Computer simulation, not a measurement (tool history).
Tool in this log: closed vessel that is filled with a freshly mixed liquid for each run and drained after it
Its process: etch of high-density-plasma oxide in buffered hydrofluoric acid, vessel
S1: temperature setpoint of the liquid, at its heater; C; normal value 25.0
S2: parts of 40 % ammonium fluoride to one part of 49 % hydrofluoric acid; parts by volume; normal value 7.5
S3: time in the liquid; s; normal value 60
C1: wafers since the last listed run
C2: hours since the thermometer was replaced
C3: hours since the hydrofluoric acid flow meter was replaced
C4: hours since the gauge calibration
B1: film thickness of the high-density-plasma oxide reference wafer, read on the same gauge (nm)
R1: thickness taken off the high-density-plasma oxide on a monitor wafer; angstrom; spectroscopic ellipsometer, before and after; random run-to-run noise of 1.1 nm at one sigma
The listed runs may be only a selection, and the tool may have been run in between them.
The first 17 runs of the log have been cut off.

{"run": 18, "day": 9.367, "S1": 25.0, "S2": 7.5, "S3": 60, "C1": 713, "C2": 95.2, "C3": 402.4, "C4": 92.5, "B1": 89.99, "R1": 1298.9}
{"run": 19, "day": 9.621, "S1": 29.5, "S2": 7.5, "S3": 60, "C1": 378, "C2": 101.3, "C3": 408.5, "C4": 98.6, "B1": 89.99, "R1": 1678.8}
{"day": 9.875, "done": "hydrofluoric acid flow meter replaced"}
{"run": 20, "day": 10.346, "S1": 25.0, "S2": 7.5, "S3": 60, "C1": 1017, "C2": 118.7, "C3": 11.3, "C4": 116.0, "B1": 90.0, "R1": 1289.7}
{"run": 21, "day": 10.625, "S1": 28.0, "S2": 7.5, "S3": 75, "C1": 415, "C2": 125.4, "C3": 18.0, "C4": 122.7, "B1": 90.01, "R1": 1905.1}
{"run": 22, "day": 11.108, "S1": 29.5, "S2": 9.0, "S3": 35, "C1": 719, "C2": 137.0, "C3": 29.6, "C4": 134.3, "B1": 89.99, "R1": 786.1}
{"run": 23, "day": 11.362, "S1": 25.0, "S2": 6.5, "S3": 60, "C1": 378, "C2": 143.1, "C3": 35.7, "C4": 140.4, "B1": 90.0, "R1": 1473.3}
{"run": 24, "day": 11.75, "S1": 25.0, "S2": 7.5, "S3": 60, "C1": 576, "C2": 152.4, "C3": 45.0, "C4": 149.7, "B1": 90.0, "R1": 1299.2}
{"run": 25, "day": 12.108, "S1": 22.0, "S2": 7.5, "S3": 80, "C1": 533, "C2": 161.0, "C3": 53.6, "C4": 158.3, "B1": 90.0, "R1": 1457.9}
{"run": 26, "day": 12.483, "S1": 20.0, "S2": 5.5, "S3": 80, "C1": 558, "C2": 170.0, "C3": 62.6, "C4": 167.3, "B1": 90.01, "R1": 1732.3}
{"run": 27, "day": 13.142, "S1": 21.5, "S2": 8.5, "S3": 30, "C1": 980, "C2": 185.8, "C3": 78.4, "C4": 183.1, "B1": 89.99, "R1": 468.0}
{"run": 28, "day": 14.417, "S1": 20.5, "S2": 5.0, "S3": 70, "C1": 1898, "C2": 216.4, "C3": 109.0, "C4": 213.7, "B1": 90.01, "R1": 1703.4}
{"run": 29, "day": 14.971, "S1": 25.0, "S2": 10.0, "S3": 60, "C1": 825, "C2": 229.7, "C3": 122.3, "C4": 227.0, "B1": 90.01, "R1": 1002.2}
{"run": 30, "day": 15.408, "S1": 25.0, "S2": 7.5, "S3": 60, "C1": 651, "C2": 240.2, "C3": 132.8, "C4": 237.5, "B1": 90.01, "R1": 1293.1}

Branching from run 30: 5 alternative next runs. What would each branch give?
{"run": "A", "day": 15.438, "S1": 25.0, "S2": 7.5, "S3": 60, "C1": 43, "C2": 240.9, "C3": 133.5, "C4": 238.2, "B1": "?", "R1": "?"}
{"run": "B", "day": 15.438, "S1": 26.5, "S2": 6.5, "S3": 75, "C1": 43, "C2": 240.9, "C3": 133.5, "C4": 238.2, "B1": "?", "R1": "?"}
{"run": "C", "day": 15.438, "S1": 25.0, "S2": 10.5, "S3": 60, "C1": 43, "C2": 240.9, "C3": 133.5, "C4": 238.2, "B1": "?", "R1": "?"}
{"run": "D", "day": 15.438, "S1": 25.0, "S2": 6.0, "S3": 60, "C1": 43, "C2": 240.9, "C3": 133.5, "C4": 238.2, "B1": "?", "R1": "?"}
{"run": "E", "day": 15.438, "S1": 25.0, "S2": 5.5, "S3": 60, "C1": 43, "C2": 240.9, "C3": 133.5, "C4": 238.2, "B1": "?", "R1": "?"}

run=A B1=90.02 R1=1302.4
run=B B1=90.02 R1=2027.1
run=C B1=90.02 R1=954.1
run=D B1=90.02 R1=1603.4
run=E B1=90.02 R1=1726.0
With the hidden condition removed and each run's random variation left untouched, the same runs would have given:
run=A R1=1284.9
run=B R1=2000.2
run=C R1=941.3
run=D R1=1581.9
run=E R1=1702.9

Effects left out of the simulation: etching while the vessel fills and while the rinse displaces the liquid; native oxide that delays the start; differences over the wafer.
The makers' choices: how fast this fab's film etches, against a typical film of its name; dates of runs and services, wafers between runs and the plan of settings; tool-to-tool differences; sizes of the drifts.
